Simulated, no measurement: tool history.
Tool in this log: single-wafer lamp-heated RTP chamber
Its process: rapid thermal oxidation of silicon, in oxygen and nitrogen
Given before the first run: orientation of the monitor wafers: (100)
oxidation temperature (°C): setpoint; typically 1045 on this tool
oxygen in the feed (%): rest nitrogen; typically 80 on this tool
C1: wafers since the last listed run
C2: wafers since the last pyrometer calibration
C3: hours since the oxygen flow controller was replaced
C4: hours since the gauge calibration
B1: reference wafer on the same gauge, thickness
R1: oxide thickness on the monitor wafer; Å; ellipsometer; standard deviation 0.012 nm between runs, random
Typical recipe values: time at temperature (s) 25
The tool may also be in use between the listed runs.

Run 1, hour 0.0: usual settings but oxidation temperature (°C) 1058, time at temperature (s) 18; C1 0; C2 2435; C3 6964.9; C4 712.5; B1 5.103. Result: R1 50.43 Å.
At hour 17.3: pyrometer window cleaned and pyrometer calibrated.
Run 2, hour 19.0: usual settings but oxygen in the feed (%) 72; C1 105; C2 16; C3 6983.9; C4 731.5; B1 5.102. Result: R1 50.91 Å.
Run 3, hour 34.2: usual settings but oxygen in the feed (%) 72; C1 146; C2 162; C3 6999.1; C4 746.7; B1 5.109. Result: R1 50.84 Å.
Run 4, hour 64.1: usual settings but oxygen in the feed (%) 72; C1 287; C2 450; C3 7029.0; C4 776.6; B1 5.102. Result: R1 50.99 Å.
Run 5, hour 99.0: usual settings; C1 335; C2 785; C3 7063.9; C4 811.5; B1 5.098. Result: R1 52.55 Å.
Run 6, hour 112.7: usual settings; C1 131; C2 917; C3 7077.6; C4 825.2; B1 5.102. Result: R1 52.66 Å.
Run 7, hour 137.7: usual settings; C1 240; C2 1158; C3 7102.6; C4 850.2; B1 5.101. Result: R1 52.50 Å.
At hour 148.1: oxygen flow controller replaced.
Run 8, hour 159.5: usual settings; C1 132; C2 1290; C3 11.4; C4 872.0; B1 5.100. Result: R1 52.73 Å.
Run 9, hour 179.9: usual settings; C1 196; C2 1487; C3 31.8; C4 892.4; B1 5.094. Result: R1 52.52 Å.
Run 10, hour 200.8: usual settings; C1 201; C2 1688; C3 52.7; C4 913.3; B1 5.094. Result: R1 52.61 Å.
Run 11, hour 225.4: usual settings but oxidation temperature (°C) 1034; C1 236; C2 1924; C3 77.3; C4 937.9; B1 5.094. Result: R1 48.63 Å.
At hour 244.9: pyrometer window cleaned and pyrometer calibrated.
Run 12, hour 253.0: usual settings but oxidation temperature (°C) 1034; C1 188; C2 77; C3 104.9; C4 965.5; B1 5.092. Result: R1 48.90 Å.
Run 13, hour 288.2: usual settings but oxidation temperature (°C) 1034; C1 338; C2 416; C3 140.1; C4 1000.7; B1 5.087. Result: R1 48.71 Å.
Run 14, hour 319.2: usual settings but oxygen in the feed (%) 58; C1 298; C2 714; C3 171.1; C4 1031.7; B1 5.092. Result: R1 47.17 Å.
Run 15, hour 333.2: usual settings; C1 134; C2 849; C3 185.1; C4 1045.7; B1 5.083. Result: R1 52.32 Å.
Run 16, hour 364.7: usual settings; C1 303; C2 1152; C3 216.6; C4 1077.2; B1 5.086. Result: R1 52.61 Å.
At hour 372.1: gauge calibrated.
Run 17, hour 385.8: usual settings but oxidation temperature (°C) 1019, time at temperature (s) 34, oxygen in the feed (%) 51; C1 202; C2 1355; C3 237.7; C4 13.7; B1 5.158. Result: R1 43.60 Å.
Run 18, hour 415.2: usual settings but oxidation temperature (°C) 1065, time at temperature (s) 13, oxygen in the feed (%) 98; C1 282; C2 1638; C3 267.1; C4 43.1; B1 5.155. Result: R1 49.94 Å.
Run 19, hour 446.4: usual settings; C1 300; C2 1938; C3 298.3; C4 74.3; B1 5.154. Result: R1 53.26 Å.
At hour 466.8: pyrometer window cleaned and pyrometer calibrated.
Run 20, hour 474.2: usual settings but oxidation temperature (°C) 1053, time at temperature (s) 30, oxygen in the feed (%) 97; C1 190; C2 70; C3 326.1; C4 102.1; B1 5.151. Result: R1 64.40 Å.
Run 21, hour 498.0: usual settings but time at temperature (s) 37, oxygen in the feed (%) 66; C1 228; C2 299; C3 349.9; C4 125.9; B1 5.151. Result: R1 58.61 Å.
Run 22, hour 533.0: usual settings but oxidation temperature (°C) 1027, time at temperature (s) 29; C1 336; C2 636; C3 384.9; C4 160.9; B1 5.152. Result: R1 50.20 Å.
Run 23, hour 546.0: usual settings but oxidation temperature (°C) 1034; C1 125; C2 761; C3 397.9; C4 173.9; B1 5.146. Result: R1 49.26 Å.
Run 24, hour 560.3: usual settings but oxidation temperature (°C) 1067; C1 137; C2 899; C3 412.2; C4 188.2; B1 5.145. Result: R1 61.30 Å.
Run 25, hour 573.1: usual settings but oxidation temperature (°C) 1065, time at temperature (s) 30; C1 123; C2 1022; C3 425.0; C4 201.0; B1 5.146. Result: R1 65.65 Å.
Run 26, hour 586.5: usual settings but oxidation temperature (°C) 1065, time at temperature (s) 33, oxygen in the feed (%) 66; C1 128; C2 1151; C3 438.4; C4 214.4; B1 5.141. Result: R1 63.70 Å.
Run 27, hour 611.1: usual settings but oxidation temperature (°C) 1018, time at temperature (s) 36, oxygen in the feed (%) 72; C1 236; C2 1387; C3 463.0; C4 239.0; B1 5.141. Result: R1 49.56 Å.
Run 28, hour 646.8: usual settings but oxidation temperature (°C) 1032; C1 343; C2 1731; C3 498.7; C4 274.7; B1 5.143. Result: R1 48.58 Å.
Run 29, hour 659.9: usual settings; C1 126; C2 1857; C3 511.8; C4 287.8; B1 5.144. Result: R1 53.13 Å.
At hour 694.0: pyrometer window cleaned and pyrometer calibrated.
Run 30, hour 694.4: usual settings; C1 254; C2 3; C3 546.3; C4 322.3; B1 5.132. Result: R1 52.96 Å.
Run 31, hour 725.4: usual settings but time at temperature (s) 14; C1 298; C2 302; C3 577.3; C4 353.3; B1 5.136. Result: R1 42.08 Å.
Run 32, hour 741.7: usual settings but oxidation temperature (°C) 1065; C1 156; C2 458; C3 593.6; C4 369.6; B1 5.133. Result: R1 60.38 Å.
Run 33, hour 773.4: usual settings but time at temperature (s) 30; C1 304; C2 763; C3 625.3; C4 401.3; B1 5.138. Result: R1 57.11 Å.
Run 34, hour 800.0: usual settings but oxidation temperature (°C) 1070, time at temperature (s) 15, oxygen in the feed (%) 98; C1 255; C2 1019; C3 651.9; C4 427.9; B1 5.133. Result: R1 54.69 Å.
At hour 900.4: pyrometer window cleaned and pyrometer calibrated.
Run 35, hour 900.9: usual settings but oxidation temperature (°C) 1061, oxygen in the feed (%) 91; C1 893; C2 4; C3 752.8; C4 528.8; B1 5.125. Result: R1 61.40 Å.
Run 36, hour 916.2: usual settings but time at temperature (s) 36; C1 147; C2 151; C3 768.1; C4 544.1; B1 5.123. Result: R1 61.56 Å.
Run 37, hour 941.5: usual settings but oxidation temperature (°C) 1072, oxygen in the feed (%) 98; C1 243; C2 395; C3 793.4; C4 569.4; B1 5.121. Result: R1 68.03 Å.

Below are 4 alternative next runs, each starting from the tool's condition after run 37. Predict each:
Run A, hour 941.9: usual settings but time at temperature (s) 13; C1 3; C2 399; C3 793.8; C4 569.8; B1 ?. Result: R1 ?.
Run B, hour 941.9: usual settings but oxidation temperature (°C) 1072, time at temperature (s) 28, oxygen in the feed (%) 69; C1 3; C2 399; C3 793.8; C4 569.8; B1 ?. Result: R1 ?.
Run C, hour 941.9: usual settings but oxidation temperature (°C) 1032, time at temperature (s) 13, oxygen in the feed (%) 71; C1 3; C2 399; C3 793.8; C4 569.8; B1 ?. Result: R1 ?.
Run D, hour 941.9: usual settings but time at temperature (s) 14, oxygen in the feed (%) 98; C1 3; C2 399; C3 793.8; C4 569.8; B1 ?. Result: R1 ?.

run     B1     R1
  A  5.119  40.93
  B  5.119  63.15
  C  5.119  36.35
  D  5.119  45.00
Had the tool no hidden state, the same runs would have come out as:
run     R1
  A  41.15
  B  63.48
  C  36.54
  D  45.24

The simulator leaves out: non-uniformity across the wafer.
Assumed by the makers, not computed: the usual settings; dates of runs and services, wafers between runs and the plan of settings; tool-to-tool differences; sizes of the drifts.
